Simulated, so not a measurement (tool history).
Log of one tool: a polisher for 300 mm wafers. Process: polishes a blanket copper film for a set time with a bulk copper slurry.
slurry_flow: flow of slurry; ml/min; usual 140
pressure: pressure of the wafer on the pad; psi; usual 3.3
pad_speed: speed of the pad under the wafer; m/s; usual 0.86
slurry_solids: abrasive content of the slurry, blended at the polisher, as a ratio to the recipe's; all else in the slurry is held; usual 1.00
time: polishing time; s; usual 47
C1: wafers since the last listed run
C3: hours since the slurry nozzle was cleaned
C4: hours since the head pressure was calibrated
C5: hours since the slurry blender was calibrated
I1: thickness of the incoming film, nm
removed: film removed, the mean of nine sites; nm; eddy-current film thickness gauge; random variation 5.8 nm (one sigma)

run 1 hour=0.0 | slurry_flow=140 pressure=3.3 pad_speed=0.86 slurry_solids=1.00 time=47 | C1=0 wafers_polished_on_this_pad=289 C3=318.1 C4=633.4 C5=122.6 | I1=1809.3 | removed=423.0
-- hour=10.5 slurry nozzle cleaned
run 2 hour=21.2 | slurry_flow=155 pressure=3.3 pad_speed=0.86 slurry_solids=1.00 time=47 | C1=236 wafers_polished_on_this_pad=525 C3=10.7 C4=654.6 C5=143.8 | I1=1826.8 | removed=441.2
run 3 hour=40.2 | slurry_flow=140 pressure=3.3 pad_speed=0.86 slurry_solids=1.00 time=51 | C1=222 wafers_polished_on_this_pad=747 C3=29.7 C4=673.6 C5=162.8 | I1=1806.1 | removed=466.0
run 4 hour=64.0 | slurry_flow=140 pressure=3.3 pad_speed=0.86 slurry_solids=1.00 time=51 | C1=278 wafers_polished_on_this_pad=1026 C3=53.5 C4=697.4 C5=186.6 | I1=1771.2 | removed=459.7
run 5 hour=84.8 | slurry_flow=140 pressure=3.3 pad_speed=0.86 slurry_solids=1.00 time=51 | C1=243 wafers_polished_on_this_pad=1269 C3=74.3 C4=718.2 C5=207.4 | I1=1775.1 | removed=448.3
-- hour=101.8 worn pad replaced by a new one
run 6 hour=110.4 | slurry_flow=140 pressure=3.8 pad_speed=0.86 slurry_solids=1.00 time=47 | C1=252 wafers_polished_on_this_pad=100 C3=99.9 C4=743.8 C5=233.0 | I1=1829.1 | removed=480.2
run 7 hour=131.4 | slurry_flow=140 pressure=3.8 pad_speed=0.86 slurry_solids=1.00 time=47 | C1=245 wafers_polished_on_this_pad=346 C3=120.9 C4=764.8 C5=254.0 | I1=1783.4 | removed=469.4
run 8 hour=149.9 | slurry_flow=140 pressure=3.8 pad_speed=0.86 slurry_solids=1.00 time=47 | C1=216 wafers_polished_on_this_pad=562 C3=139.4 C4=783.3 C5=272.5 | I1=1797.2 | removed=471.2
run 9 hour=171.4 | slurry_flow=140 pressure=4.1 pad_speed=0.86 slurry_solids=1.00 time=47 | C1=251 wafers_polished_on_this_pad=814 C3=160.9 C4=804.8 C5=294.0 | I1=1788.4 | removed=520.0
run 10 hour=189.0 | slurry_flow=130 pressure=3.3 pad_speed=0.86 slurry_solids=1.00 time=47 | C1=205 wafers_polished_on_this_pad=1020 C3=178.5 C4=822.4 C5=311.6 | I1=1795.9 | removed=396.7
-- hour=204.7 worn pad replaced by a new one
run 11 hour=212.0 | slurry_flow=130 pressure=3.3 pad_speed=0.86 slurry_solids=1.00 time=47 | C1=222 wafers_polished_on_this_pad=84 C3=201.5 C4=845.4 C5=334.6 | I1=1797.9 | removed=395.1
run 12 hour=245.6 | slurry_flow=180 pressure=3.3 pad_speed=1.08 slurry_solids=1.00 time=47 | C1=393 wafers_polished_on_this_pad=477 C3=235.1 C4=879.0 C5=368.2 | I1=1826.4 | removed=502.6
run 13 hour=261.8 | slurry_flow=95 pressure=2.9 pad_speed=0.86 slurry_solids=1.00 time=47 | C1=189 wafers_polished_on_this_pad=667 C3=251.3 C4=895.2 C5=384.4 | I1=1820.1 | removed=307.5
run 14 hour=275.8 | slurry_flow=140 pressure=3.3 pad_speed=0.86 slurry_solids=1.00 time=47 | C1=163 wafers_polished_on_this_pad=831 C3=265.3 C4=909.2 C5=398.4 | I1=1814.0 | removed=390.5
run 15 hour=296.0 | slurry_flow=140 pressure=3.3 pad_speed=0.86 slurry_solids=1.00 time=47 | C1=236 wafers_polished_on_this_pad=1067 C3=285.5 C4=929.4 C5=418.6 | I1=1816.7 | removed=394.4
-- hour=306.3 slurry nozzle cleaned
-- hour=310.3 head pressure recalibrated
run 16 hour=314.9 | slurry_flow=140 pressure=3.3 pad_speed=0.86 slurry_solids=0.70 time=47 | C1=186 wafers_polished_on_this_pad=1253 C3=8.6 C4=4.6 C5=437.5 | I1=1790.6 | removed=412.7
-- hour=329.6 worn pad replaced by a new one
run 17 hour=332.9 | slurry_flow=140 pressure=3.3 pad_speed=1.12 slurry_solids=1.00 time=47 | C1=163 wafers_polished_on_this_pad=38 C3=26.6 C4=22.6 C5=455.5 | I1=1792.7 | removed=546.2
-- hour=350.8 slurry blender recalibrated
run 18 hour=363.3 | slurry_flow=140 pressure=3.3 pad_speed=0.86 slurry_solids=1.25 time=36 | C1=332 wafers_polished_on_this_pad=370 C3=57.0 C4=53.0 C5=12.5 | I1=1802.8 | removed=387.2
run 19 hour=382.1 | slurry_flow=140 pressure=3.3 pad_speed=0.70 slurry_solids=1.00 time=47 | C1=219 wafers_polished_on_this_pad=590 C3=75.8 C4=71.8 C5=31.3 | I1=1815.0 | removed=395.2
run 20 hour=403.6 | slurry_flow=140 pressure=4.0 pad_speed=0.86 slurry_solids=0.80 time=58 | C1=251 wafers_polished_on_this_pad=842 C3=97.3 C4=93.3 C5=52.8 | I1=1813.5 | removed=672.8
run 21 hour=419.0 | slurry_flow=175 pressure=2.6 pad_speed=0.68 slurry_solids=1.00 time=47 | C1=180 wafers_polished_on_this_pad=1022 C3=112.7 C4=108.7 C5=68.2 | I1=1811.0 | removed=308.2
-- hour=435.6 worn pad replaced by a new one
run 22 hour=440.7 | slurry_flow=140 pressure=2.7 pad_speed=0.62 slurry_solids=0.80 time=34 | C1=207 wafers_polished_on_this_pad=59 C3=134.4 C4=130.4 C5=89.9 | I1=1810.9 | removed=201.3
run 23 hour=456.2 | slurry_flow=140 pressure=3.9 pad_speed=0.86 slurry_solids=1.00 time=37 | C1=181 wafers_polished_on_this_pad=240 C3=149.9 C4=145.9 C5=105.4 | I1=1812.0 | removed=436.6
run 24 hour=486.2 | slurry_flow=140 pressure=3.3 pad_speed=0.86 slurry_solids=1.00 time=47 | C1=351 wafers_polished_on_this_pad=591 C3=179.9 C4=175.9 C5=135.4 | I1=1794.6 | removed=455.1

4 ways to go on from here, each from the tool as it stands after run 24. What would each give?
run A hour=486.6 | slurry_flow=140 pressure=3.3 pad_speed=0.86 slurry_solids=1.00 time=47 | C1=4 wafers_polished_on_this_pad=596 C3=180.3 C4=176.3 C5=135.8 | I1=1785.1 | removed=?
run B hour=486.6 | slurry_flow=140 pressure=3.7 pad_speed=0.86 slurry_solids=0.90 time=47 | C1=4 wafers_polished_on_this_pad=596 C3=180.3 C4=176.3 C5=135.8 | I1=1785.1 | removed=?
run C hour=486.6 | slurry_flow=95 pressure=3.3 pad_speed=0.86 slurry_solids=1.00 time=47 | C1=4 wafers_polished_on_this_pad=596 C3=180.3 C4=176.3 C5=135.8 | I1=1785.1 | removed=?
run D hour=486.6 | slurry_flow=100 pressure=3.3 pad_speed=1.02 slurry_solids=0.80 time=40 | C1=4 wafers_polished_on_this_pad=596 C3=180.3 C4=176.3 C5=135.8 | I1=1785.1 | removed=?

run=A removed=457.8
run=B removed=502.7
run=C removed=414.8
run=D removed=397.2
Without the tool's hidden state the same runs would have given:
run=A removed=469.6
run=B removed=515.4
run=C removed=425.5
run=D removed=407.1
